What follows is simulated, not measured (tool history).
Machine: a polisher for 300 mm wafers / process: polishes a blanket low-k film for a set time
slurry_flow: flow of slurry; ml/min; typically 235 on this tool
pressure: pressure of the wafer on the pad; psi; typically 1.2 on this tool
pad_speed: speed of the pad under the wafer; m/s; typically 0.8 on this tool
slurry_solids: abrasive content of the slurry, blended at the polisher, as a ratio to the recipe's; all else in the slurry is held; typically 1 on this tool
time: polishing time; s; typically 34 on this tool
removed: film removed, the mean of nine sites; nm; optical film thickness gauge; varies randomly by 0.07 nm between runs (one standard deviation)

run,hour,slurry_flow,pressure,pad_speed,slurry_solids,time,"incoming thickness of the incoming film, nm",removed
1,0,235,1,0.8,1,34,800.1,5.9
2,13.2,235,1,0.8,1,34,803.4,5.8
3,21.2,235,1.2,0.8,1,34,789.9,6.6
4,31.1,235,1.2,0.8,1,34,784.2,6.4
5,47.7,235,1.2,0.8,1,34,787.8,6.4
6,64,235,1.2,0.8,1,34,798.7,6.5
7,73.9,235,1.4,0.8,1,34,779.4,7
# hour 77.3: slurry blender recalibrated
# hour 83.2: worn pad replaced by a new one
8,91,235,1.4,0.8,1,34,789.8,7.3
9,104.3,235,1.4,0.8,1,34,786.2,7.2
10,112.1,235,1.2,0.8,1,34,787.8,6.4
11,119.3,270,1.2,0.8,1,30,792.4,5.9
12,129.2,235,1.2,0.8,1,34,787.6,6.4
13,137.3,235,0.8,0.58,1.25,34,789.3,4.2
# hour 144.8: slurry nozzle cleaned
14,151.9,235,1.5,0.8,1,34,779.9,7.5
# hour 167.8: worn pad replaced by a new one
15,168.3,285,1.3,0.66,1,27,781.4,4.7
# hour 175: head pressure recalibrated
16,179.3,235,1.2,0.8,1,34,775.9,6.5
17,195.6,280,1.2,0.52,1,34,791.1,4.7
18,207.5,175,1,1.02,1,26,795.7,5.2

Run 19 comes next. What will it give?
# hour 210.4: conditioning disc replaced and pad reconditioned
19,215.1,235,1.2,0.8,1,34,782.7,?

removed: 6.5 nm
The same run, on a tool lacking any hidden state, would have yielded removed 6.5 nm.

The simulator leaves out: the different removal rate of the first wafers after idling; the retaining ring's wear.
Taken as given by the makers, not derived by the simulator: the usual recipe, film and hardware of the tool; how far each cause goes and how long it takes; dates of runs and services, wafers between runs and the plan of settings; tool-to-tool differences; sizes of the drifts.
